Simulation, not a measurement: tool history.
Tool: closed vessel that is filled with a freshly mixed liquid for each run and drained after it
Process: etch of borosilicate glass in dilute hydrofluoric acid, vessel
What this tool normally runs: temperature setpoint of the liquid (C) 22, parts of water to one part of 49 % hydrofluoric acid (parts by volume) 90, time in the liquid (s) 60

| run | hour | temperature setpoint of the liquid (C) | parts of water to one part of 49 % hydrofluoric acid (parts by volume) | time in the liquid (s) | read-back film thickness of the borosilicate glass reference wafer, read on the same gauge (nm) | thickness taken off the borosilicate glass on a monitor wafer (Å) |
|---|---|---|---|---|---|---|
| 1 | 0 | 21 | 90 | 60 | 149.99 | 234.2 |
| 2 | 67.6 | 22 | 90 | 60 | 149.98 | 245.1 |
| 3 | 106.3 | 22 | 90 | 60 | 150 | 247.3 |
| 4 | 161.9 | 22 | 90 | 60 | 150.04 | 251.4 |
| 5 | 231.6 | 22 | 90 | 75 | 149.98 | 315.5 |
| 6 | 299.5 | 22 | 55 | 60 | 149.99 | 427.6 |
| 7 | 340 | 22 | 90 | 60 | 150.02 | 257.1 |
| 8 | 416.4 | 22 | 90 | 60 | 149.97 | 256.7 |
|  | 464.7 | hydrofluoric acid flow meter replaced |
| 9 | 475.7 | 22 | 90 | 60 | 150.06 | 230.3 |
| 10 | 566.2 | 22 | 90 | 60 | 150.02 | 236.7 |
| 11 | 613.1 | 22 | 90 | 60 | 149.99 | 234.8 |
| 12 | 676.2 | 22 | 115 | 60 | 149.99 | 177.9 |
| 13 | 760.3 | 22 | 130 | 60 | 150.01 | 159.4 |
| 14 | 1024.4 | 22 | 90 | 60 | 150.07 | 241.7 |
| 15 | 1061.7 | 25 | 90 | 90 | 150.02 | 414.9 |
| 16 | 1104.1 | 22 | 90 | 60 | 149.96 | 243.3 |
| 17 | 1161.3 | 27 | 50 | 85 | 150.03 | 791.2 |
| 18 | 1202.6 | 22 | 55 | 30 | 150.02 | 209.4 |
| 19 | 1252.3 | 22 | 90 | 45 | 150.07 | 188 |
| 20 | 1289.4 | 23.5 | 125 | 60 | 150.01 | 185.8 |
|  | 1316.2 | hydrofluoric acid flow meter replaced |
|  | 1334.4 | thermometer replaced |
| 21 | 1350.8 | 17.5 | 120 | 60 | 150 | 153 |
| 22 | 1449.3 | 18.5 | 125 | 60 | 149.94 | 155 |
|  | 1487.2 | gauge calibrated |
| 23 | 1538.5 | 26 | 60 | 90 | 149.99 | 715.3 |
| 24 | 1621.9 | 22 | 110 | 80 | 149.99 | 281 |
| 25 | 1923 | 22 | 75 | 60 | 150.01 | 330.6 |
| 26 | 2002.8 | 22 | 90 | 70 | 150.03 | 313.8 |
| 27 | 2061.4 | 26.5 | 50 | 30 | 149.98 | 304 |
| 28 | 2121.5 | 22 | 120 | 90 | 149.98 | 295.4 |
| 29 | 2193.6 | 22 | 90 | 90 | 149.96 | 409.7 |
| 30 | 2233.8 | 22 | 45 | 60 | 150 | 586.6 |

For run 31, what comes out?
| 31 | 2288.3 | 26 | 60 | 90 | ? | ? |

Run 31 gave read-back film thickness of the borosilicate glass reference wafer, read on the same gauge (nm) 149.97, thickness taken off the borosilicate glass on a monitor wafer (Å) 752.9.
Without the tool's hidden state the same run would have given thickness taken off the borosilicate glass on a monitor wafer (Å) 682.8.
